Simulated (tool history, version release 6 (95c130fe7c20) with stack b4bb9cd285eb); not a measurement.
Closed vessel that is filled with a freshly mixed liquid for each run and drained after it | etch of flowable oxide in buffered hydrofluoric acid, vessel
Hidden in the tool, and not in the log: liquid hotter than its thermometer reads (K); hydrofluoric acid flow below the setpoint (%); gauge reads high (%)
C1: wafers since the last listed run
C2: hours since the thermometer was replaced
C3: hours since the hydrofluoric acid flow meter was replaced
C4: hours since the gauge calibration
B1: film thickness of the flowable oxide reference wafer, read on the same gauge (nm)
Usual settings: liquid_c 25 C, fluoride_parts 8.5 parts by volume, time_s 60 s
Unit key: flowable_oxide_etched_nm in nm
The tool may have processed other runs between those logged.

run 1 hour=0 | liquid_c=25 fluoride_parts=8.5 time_s=60 | C1=0 C2=451.3 C3=1439.6 C4=826.5 | B1=60.02 | flowable_oxide_etched_nm=122.14
run 2 hour=16.9 | liquid_c=25 fluoride_parts=8.5 time_s=80 | C1=1924 C2=468.2 C3=1456.5 C4=843.4 | B1=60 | flowable_oxide_etched_nm=161.64
run 3 hour=30.1 | liquid_c=25 fluoride_parts=8.5 time_s=80 | C1=1502 C2=481.4 C3=1469.7 C4=856.6 | B1=60 | flowable_oxide_etched_nm=163.89
run 4 hour=56.8 | liquid_c=29 fluoride_parts=8.5 time_s=60 | C1=3039 C2=508.1 C3=1496.4 C4=883.3 | B1=60 | flowable_oxide_etched_nm=149.25
run 5 hour=78.2 | liquid_c=25 fluoride_parts=8.5 time_s=60 | C1=2436 C2=529.5 C3=1517.8 C4=904.7 | B1=60.01 | flowable_oxide_etched_nm=118.37
run 6 hour=96.4 | liquid_c=25 fluoride_parts=8.5 time_s=60 | C1=2072 C2=547.7 C3=1536 C4=922.9 | B1=59.98 | flowable_oxide_etched_nm=120.25
-- hour=97 gauge calibrated
run 7 hour=124.6 | liquid_c=23 fluoride_parts=8.5 time_s=60 | C1=3210 C2=575.9 C3=1564.2 C4=27.6 | B1=60 | flowable_oxide_etched_nm=107.77
run 8 hour=140 | liquid_c=25 fluoride_parts=8.5 time_s=60 | C1=1753 C2=591.3 C3=1579.6 C4=43 | B1=60.01 | flowable_oxide_etched_nm=119.81
run 9 hour=173.2 | liquid_c=25 fluoride_parts=8.5 time_s=60 | C1=3780 C2=624.5 C3=1612.8 C4=76.2 | B1=59.99 | flowable_oxide_etched_nm=121.31
run 10 hour=191 | liquid_c=25 fluoride_parts=8.5 time_s=60 | C1=2026 C2=642.3 C3=1630.6 C4=94 | B1=60 | flowable_oxide_etched_nm=119.51
run 11 hour=267.7 | liquid_c=28 fluoride_parts=6 time_s=40 | C1=8732 C2=719 C3=1707.3 C4=170.7 | B1=60.01 | flowable_oxide_etched_nm=131.48
run 12 hour=289.9 | liquid_c=28 fluoride_parts=8.5 time_s=75 | C1=2527 C2=741.2 C3=1729.5 C4=192.9 | B1=60 | flowable_oxide_etched_nm=176.6
run 13 hour=316.5 | liquid_c=29.5 fluoride_parts=7 time_s=35 | C1=3028 C2=767.8 C3=1756.1 C4=219.5 | B1=60 | flowable_oxide_etched_nm=107.15
run 14 hour=369.8 | liquid_c=25 fluoride_parts=10.5 time_s=60 | C1=6068 C2=821.1 C3=1809.4 C4=272.8 | B1=60 | flowable_oxide_etched_nm=97.8
run 15 hour=393.2 | liquid_c=20 fluoride_parts=10.5 time_s=60 | C1=2664 C2=844.5 C3=1832.8 C4=296.2 | B1=59.99 | flowable_oxide_etched_nm=74.01
run 16 hour=429.2 | liquid_c=25 fluoride_parts=8.5 time_s=60 | C1=4098 C2=880.5 C3=1868.8 C4=332.2 | B1=60 | flowable_oxide_etched_nm=119.04
run 17 hour=454.1 | liquid_c=25 fluoride_parts=8.5 time_s=60 | C1=2835 C2=905.4 C3=1893.7 C4=357.1 | B1=60 | flowable_oxide_etched_nm=116.81
run 18 hour=488.6 | liquid_c=29 fluoride_parts=8.5 time_s=60 | C1=3928 C2=939.9 C3=1928.2 C4=391.6 | B1=60.01 | flowable_oxide_etched_nm=148.19
-- hour=490.8 thermometer replaced
run 19 hour=504.6 | liquid_c=29.5 fluoride_parts=10.5 time_s=40 | C1=1707 C2=13.8 C3=1944.2 C4=407.6 | B1=60.03 | flowable_oxide_etched_nm=81.85

Run 20 comes next. What will it give?
run 20 hour=537.5 | liquid_c=25 fluoride_parts=8.5 time_s=85 | C1=3745 C2=46.7 C3=1977.1 C4=440.5 | B1=? | flowable_oxide_etched_nm=?

{"run 20": {"B1": 60.01, "flowable_oxide_etched_nm": 167.91}}
Were there no unlogged condition in the tool, this run, its random variation unchanged, would have produced flowable_oxide_etched_nm 190.54 nm.

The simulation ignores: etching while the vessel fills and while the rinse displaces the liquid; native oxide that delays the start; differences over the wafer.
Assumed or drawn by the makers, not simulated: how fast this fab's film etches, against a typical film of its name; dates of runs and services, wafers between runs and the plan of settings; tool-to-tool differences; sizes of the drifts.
